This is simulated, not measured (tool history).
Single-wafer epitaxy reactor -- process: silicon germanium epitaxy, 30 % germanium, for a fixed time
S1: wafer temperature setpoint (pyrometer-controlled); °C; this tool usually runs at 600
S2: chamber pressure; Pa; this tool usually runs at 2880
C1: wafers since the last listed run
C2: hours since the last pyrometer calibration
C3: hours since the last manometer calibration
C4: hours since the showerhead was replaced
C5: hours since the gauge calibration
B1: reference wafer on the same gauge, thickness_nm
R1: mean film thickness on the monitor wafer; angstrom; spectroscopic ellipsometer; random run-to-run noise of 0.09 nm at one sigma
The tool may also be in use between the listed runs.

| run | hour | S1 | S2 | C1 | C2 | C3 | C4 | C5 | B1 | R1 |
|---|---|---|---|---|---|---|---|---|---|---|
| 1 | 0.0 | 600 | 2880 | 0 | 1111.1 | 1568.8 | 5301.5 | 164.6 | 64.885 | 535.58 |
| 2 | 30.1 | 589 | 3200 | 389 | 1141.2 | 1598.9 | 5331.6 | 194.7 | 64.927 | 469.11 |
| 3 | 39.2 | 589 | 3200 | 117 | 1150.3 | 1608.0 | 5340.7 | 203.8 | 64.890 | 469.96 |
| 4 | 55.8 | 600 | 2880 | 214 | 1166.9 | 1624.6 | 5357.3 | 220.4 | 64.921 | 535.09 |
| 5 | 66.5 | 600 | 2880 | 138 | 1177.6 | 1635.3 | 5368.0 | 231.1 | 64.901 | 533.75 |
| 6 | 83.8 | 600 | 2880 | 223 | 1194.9 | 1652.6 | 5385.3 | 248.4 | 64.918 | 534.12 |
| 7 | 95.9 | 600 | 2880 | 156 | 1207.0 | 1664.7 | 5397.4 | 260.5 | 64.869 | 533.73 |
| 8 | 105.0 | 600 | 2560 | 117 | 1216.1 | 1673.8 | 5406.5 | 269.6 | 64.917 | 505.11 |
| 9 | 117.0 | 600 | 2880 | 155 | 1228.1 | 1685.8 | 5418.5 | 281.6 | 64.881 | 532.86 |
| 10 | 129.2 | 600 | 2880 | 157 | 1240.3 | 1698.0 | 5430.7 | 293.8 | 64.912 | 532.08 |
|  | 146.6 | capacitance manometer re-zeroed and calibrated |
| 11 | 147.1 | 600 | 2880 | 128 | 1258.2 | 0.5 | 5448.6 | 311.7 | 64.925 | 516.16 |
| 12 | 148.6 | 591 | 2880 | 19 | 1259.7 | 2.0 | 5450.1 | 313.2 | 64.872 | 444.74 |
| 13 | 163.1 | 591 | 2880 | 187 | 1274.2 | 16.5 | 5464.6 | 327.7 | 64.918 | 445.74 |
|  | 180.7 | gauge calibrated |
| 14 | 181.3 | 605 | 3413 | 235 | 1292.4 | 34.7 | 5482.8 | 0.6 | 64.915 | 605.58 |
| 15 | 192.5 | 600 | 2253 | 144 | 1303.6 | 45.9 | 5494.0 | 11.8 | 64.885 | 457.35 |
| 16 | 200.8 | 605 | 3413 | 107 | 1311.9 | 54.2 | 5502.3 | 20.1 | 64.903 | 605.45 |
| 17 | 213.9 | 591 | 3533 | 169 | 1325.0 | 67.3 | 5515.4 | 33.2 | 64.869 | 489.21 |
| 18 | 220.3 | 607 | 2880 | 82 | 1331.4 | 73.7 | 5521.8 | 39.6 | 64.869 | 576.22 |
|  | 237.3 | pyrometer calibrated |
| 19 | 237.8 | 592 | 2880 | 122 | 0.5 | 91.2 | 5539.3 | 57.1 | 64.881 | 482.83 |
| 20 | 244.8 | 600 | 2880 | 90 | 7.5 | 98.2 | 5546.3 | 64.1 | 64.902 | 551.06 |
|  | 268.5 | showerhead replaced |
| 21 | 287.0 | 586 | 2333 | 442 | 49.7 | 140.4 | 18.5 | 106.3 | 64.877 | 394.20 |
| 22 | 298.4 | 600 | 3293 | 147 | 61.1 | 151.8 | 29.9 | 117.7 | 64.951 | 586.56 |
| 23 | 329.2 | 600 | 3520 | 398 | 91.9 | 182.6 | 60.7 | 148.5 | 64.894 | 604.72 |
| 24 | 343.2 | 595 | 2880 | 181 | 105.9 | 196.6 | 74.7 | 162.5 | 64.942 | 507.48 |
| 25 | 355.5 | 607 | 3360 | 159 | 118.2 | 208.9 | 87.0 | 174.8 | 64.894 | 662.23 |
| 26 | 368.3 | 600 | 2880 | 165 | 131.0 | 221.7 | 99.8 | 187.6 | 64.906 | 552.39 |
| 27 | 384.2 | 615 | 3480 | 205 | 146.9 | 237.6 | 115.7 | 203.5 | 64.893 | 763.20 |
| 28 | 393.4 | 595 | 2693 | 119 | 156.1 | 246.8 | 124.9 | 212.7 | 64.908 | 490.30 |

Alternative continuations, all from the tool just after run 28; predict every row:
| A | 393.8 | 600 | 2880 | 5 | 156.5 | 247.2 | 125.3 | 213.1 | ? | ? |
| B | 393.8 | 600 | 2493 | 5 | 156.5 | 247.2 | 125.3 | 213.1 | ? | ? |
| C | 393.8 | 609 | 2880 | 5 | 156.5 | 247.2 | 125.3 | 213.1 | ? | ? |

| run | B1 | R1 |
|---|---|---|
| A | 64.914 | 550.26 |
| B | 64.914 | 512.85 |
| C | 64.914 | 635.24 |
Without the tool's hidden state the same runs would have given:
| run | R1 |
|---|---|
| A | 551.17 |
| B | 513.70 |
| C | 636.14 |

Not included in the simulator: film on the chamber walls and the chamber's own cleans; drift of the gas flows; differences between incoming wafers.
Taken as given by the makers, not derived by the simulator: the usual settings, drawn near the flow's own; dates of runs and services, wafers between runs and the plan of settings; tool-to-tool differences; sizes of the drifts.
